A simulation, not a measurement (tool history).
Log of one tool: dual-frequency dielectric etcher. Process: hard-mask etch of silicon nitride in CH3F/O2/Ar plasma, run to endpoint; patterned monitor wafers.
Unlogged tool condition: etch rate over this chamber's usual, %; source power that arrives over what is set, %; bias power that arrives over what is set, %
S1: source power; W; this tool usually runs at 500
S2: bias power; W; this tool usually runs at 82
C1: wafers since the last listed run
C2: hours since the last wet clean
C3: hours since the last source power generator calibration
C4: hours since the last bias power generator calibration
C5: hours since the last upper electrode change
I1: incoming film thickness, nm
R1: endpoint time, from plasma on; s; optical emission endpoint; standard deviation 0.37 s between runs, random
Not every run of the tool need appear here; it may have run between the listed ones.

run   hour   S1  S2   C1     C2      C3      C4      C5     I1    R1
  1      0  500  82    0  395.4  3247.3  2332.9  2649.9  34.87  48.2
  2   16.6  500  82  151    412  3263.9  2349.5  2666.5  35.41  48.9
  3     31  500  82  131  426.4  3278.3  2363.9  2680.9  35.33  48.1
  4   40.5  540  82   86  435.9  3287.8  2373.4  2690.4   35.2  47.8
  5   57.5  540  82  154  452.9  3304.8  2390.4  2707.4  35.39  47.7
  6   70.9  500  82  121  466.3  3318.2  2403.8  2720.8  35.16  47.6
  7   87.1  500  82  147  482.5  3334.4    2420    2737  35.32  48.5
  8   94.1  500  82   63  489.5  3341.4    2427    2744  34.97  47.5
  9  102.9  500  82   80  498.3  3350.2  2435.8  2752.8  35.01  48.1
     129.1  -- bias power generator calibrated
     129.7  -- wet clean of the chamber
       153  -- upper electrode replaced
     156.4  -- source power generator calibrated
 10  156.9  400  92  206   27.2     0.5    27.8     3.9  35.55  49.9
 11  157.2  600  98    2   27.5     0.8    28.1     4.2   35.3  41.7
 12  159.4  430  82   20   29.7       3    30.3     6.4  35.36  50.9
 13  166.1  540  82   60   36.4     9.7      37    13.1  35.63  47.8
 14  180.6  460  69  131   50.9    24.2    51.5    27.6   35.1  53.8

Run 15 is up next; what results do you expect?
 15  195.9  500  82  139  66.2  39.5  66.8  42.9  35.49   ?

Run 15 produced R1 48.3 s.
Without the tool's hidden state the same run would have given R1 48.3 s.

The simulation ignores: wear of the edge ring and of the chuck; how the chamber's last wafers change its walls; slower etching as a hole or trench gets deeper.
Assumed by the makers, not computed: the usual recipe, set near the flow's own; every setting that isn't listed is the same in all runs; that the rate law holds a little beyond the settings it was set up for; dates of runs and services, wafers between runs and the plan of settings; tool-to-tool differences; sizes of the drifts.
